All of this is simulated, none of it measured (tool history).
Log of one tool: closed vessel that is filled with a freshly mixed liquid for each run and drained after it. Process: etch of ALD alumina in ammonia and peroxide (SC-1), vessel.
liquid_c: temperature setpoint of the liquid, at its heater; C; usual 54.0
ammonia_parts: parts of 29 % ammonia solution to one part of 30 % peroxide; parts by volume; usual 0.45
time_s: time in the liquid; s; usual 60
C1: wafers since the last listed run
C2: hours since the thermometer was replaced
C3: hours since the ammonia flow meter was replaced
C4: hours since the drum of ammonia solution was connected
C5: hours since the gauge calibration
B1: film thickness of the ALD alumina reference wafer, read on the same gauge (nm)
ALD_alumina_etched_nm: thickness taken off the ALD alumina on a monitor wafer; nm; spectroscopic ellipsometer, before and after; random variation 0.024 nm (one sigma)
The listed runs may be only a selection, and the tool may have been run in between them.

Run 1, day 0.000: usual settings but time_s 85 s; C1 0; C2 2932.3; C3 88.8; C4 291.5; C5 1111.2; B1 30.02. Result: ALD_alumina_etched_nm 8.51 nm.
Run 2, day 2.879: usual settings; C1 9022; C2 3001.4; C3 157.9; C4 360.6; C5 1180.3; B1 30.00. Result: ALD_alumina_etched_nm 6.00 nm.
At day 3.317: new drum of ammonia solution connected.
Run 3, day 4.429: usual settings; C1 4726; C2 3038.6; C3 195.1; C4 26.7; C5 1217.5; B1 30.03. Result: ALD_alumina_etched_nm 6.04 nm.
Run 4, day 7.350: usual settings but liquid_c 50.5 C, ammonia_parts 0.35 parts by volume; C1 9152; C2 3108.7; C3 265.2; C4 96.8; C5 1287.6; B1 30.01. Result: ALD_alumina_etched_nm 4.90 nm.
Run 5, day 9.008: usual settings but liquid_c 50.5 C, ammonia_parts 0.35 parts by volume; C1 5196; C2 3148.5; C3 305.0; C4 136.6; C5 1327.4; B1 30.06. Result: ALD_alumina_etched_nm 4.82 nm.
Run 6, day 10.142: usual settings but ammonia_parts 0.30 parts by volume; C1 3551; C2 3175.7; C3 332.2; C4 163.8; C5 1354.6; B1 29.99. Result: ALD_alumina_etched_nm 5.76 nm.
At day 11.079: gauge calibrated.
Run 7, day 12.483: usual settings but ammonia_parts 0.30 parts by volume; C1 7337; C2 3231.9; C3 388.4; C4 220.0; C5 33.7; B1 30.02. Result: ALD_alumina_etched_nm 5.78 nm.
Run 8, day 13.742: usual settings but liquid_c 56.5 C, ammonia_parts 0.25 parts by volume, time_s 45 s; C1 3943; C2 3262.1; C3 418.6; C4 250.2; C5 63.9; B1 29.99. Result: ALD_alumina_etched_nm 4.86 nm.
Run 9, day 15.392: usual settings; C1 5170; C2 3301.7; C3 458.2; C4 289.8; C5 103.5; B1 29.93. Result: ALD_alumina_etched_nm 6.00 nm.
At day 15.812: thermometer replaced.
At day 20.046: ammonia flow meter replaced.
At day 20.421: new drum of ammonia solution connected.
Run 10, day 24.121: usual settings but ammonia_parts 0.60 parts by volume; C1 26961; C2 199.4; C3 97.8; C4 88.8; C5 313.0; B1 30.03. Result: ALD_alumina_etched_nm 6.20 nm.
Run 11, day 25.246: usual settings; C1 3525; C2 226.4; C3 124.8; C4 115.8; C5 340.0; B1 29.97. Result: ALD_alumina_etched_nm 6.01 nm.
Run 12, day 26.771: usual settings; C1 4778; C2 263.0; C3 161.4; C4 152.4; C5 376.6; B1 30.00. Result: ALD_alumina_etched_nm 5.95 nm.
Run 13, day 28.179: usual settings but ammonia_parts 0.40 parts by volume, time_s 35 s; C1 4413; C2 296.8; C3 195.2; C4 186.2; C5 410.4; B1 30.00. Result: ALD_alumina_etched_nm 3.44 nm.
Run 14, day 29.250: usual settings but liquid_c 61.5 C, ammonia_parts 0.35 parts by volume, time_s 45 s; C1 3355; C2 322.5; C3 220.9; C4 211.9; C5 436.1; B1 29.99. Result: ALD_alumina_etched_nm 6.50 nm.
Run 15, day 30.683: usual settings but liquid_c 57.5 C, ammonia_parts 0.35 parts by volume, time_s 90 s; C1 4491; C2 356.9; C3 255.3; C4 246.3; C5 470.5; B1 29.97. Result: ALD_alumina_etched_nm 10.54 nm.
Run 16, day 31.883: usual settings but time_s 50 s; C1 3760; C2 385.7; C3 284.1; C4 275.1; C5 499.3; B1 30.05. Result: ALD_alumina_etched_nm 4.98 nm.
Run 17, day 34.592: usual settings but time_s 30 s; C1 8486; C2 450.7; C3 349.1; C4 340.1; C5 564.3; B1 29.99. Result: ALD_alumina_etched_nm 3.00 nm.
At day 35.592: new drum of ammonia solution connected.
Run 18, day 37.504: usual settings but liquid_c 50.0 C, ammonia_parts 0.40 parts by volume; C1 8995; C2 520.6; C3 419.0; C4 45.9; C5 634.2; B1 30.00. Result: ALD_alumina_etched_nm 4.78 nm.
Run 19, day 39.925: usual settings but time_s 90 s; C1 7585; C2 578.7; C3 477.1; C4 104.0; C5 692.3; B1 30.01. Result: ALD_alumina_etched_nm 9.03 nm.
Run 20, day 41.138: usual settings but liquid_c 49.0 C; C1 3799; C2 607.8; C3 506.2; C4 133.1; C5 721.4; B1 29.95. Result: ALD_alumina_etched_nm 4.58 nm.
Run 21, day 44.012: usual settings but liquid_c 47.5 C, ammonia_parts 0.30 parts by volume, time_s 50 s; C1 9008; C2 676.8; C3 575.2; C4 202.1; C5 790.4; B1 29.98. Result: ALD_alumina_etched_nm 3.37 nm.
Run 22, day 45.096: usual settings but liquid_c 46.0 C; C1 3394; C2 702.8; C3 601.2; C4 228.1; C5 816.4; B1 29.93. Result: ALD_alumina_etched_nm 3.86 nm.
Run 23, day 47.538: usual settings but ammonia_parts 0.55 parts by volume; C1 7651; C2 761.4; C3 659.8; C4 286.7; C5 875.0; B1 29.96. Result: ALD_alumina_etched_nm 6.12 nm.
At day 47.808: ammonia flow meter replaced.
Run 24, day 48.879: usual settings but liquid_c 46.0 C, time_s 85 s; C1 4073; C2 793.6; C3 25.7; C4 318.9; C5 907.2; B1 30.01. Result: ALD_alumina_etched_nm 5.50 nm.
Run 25, day 50.812: usual settings but liquid_c 50.0 C, ammonia_parts 0.55 parts by volume, time_s 40 s; C1 6058; C2 840.0; C3 72.1; C4 365.3; C5 953.6; B1 29.95. Result: ALD_alumina_etched_nm 3.29 nm.
Run 26, day 52.079: usual settings; C1 3969; C2 870.4; C3 102.5; C4 395.7; C5 984.0; B1 30.03. Result: ALD_alumina_etched_nm 5.98 nm.
At day 54.275: new drum of ammonia solution connected.
Run 27, day 54.704: usual settings but ammonia_parts 0.60 parts by volume; C1 8095; C2 933.4; C3 165.5; C4 10.3; C5 1047.0; B1 30.00. Result: ALD_alumina_etched_nm 6.15 nm.

The next listed run, before its measurement:
Run 28, day 55.775: usual settings; C1 3355; C2 959.1; C3 191.2; C4 36.0; C5 1072.7; B1 ?. Result: ALD_alumina_etched_nm ?.

{"run 28": {"B1": 30.02, "ALD_alumina_etched_nm": 5.99}}
Minus the tool's unlogged condition, the same run would have read ALD_alumina_etched_nm 5.99 nm.

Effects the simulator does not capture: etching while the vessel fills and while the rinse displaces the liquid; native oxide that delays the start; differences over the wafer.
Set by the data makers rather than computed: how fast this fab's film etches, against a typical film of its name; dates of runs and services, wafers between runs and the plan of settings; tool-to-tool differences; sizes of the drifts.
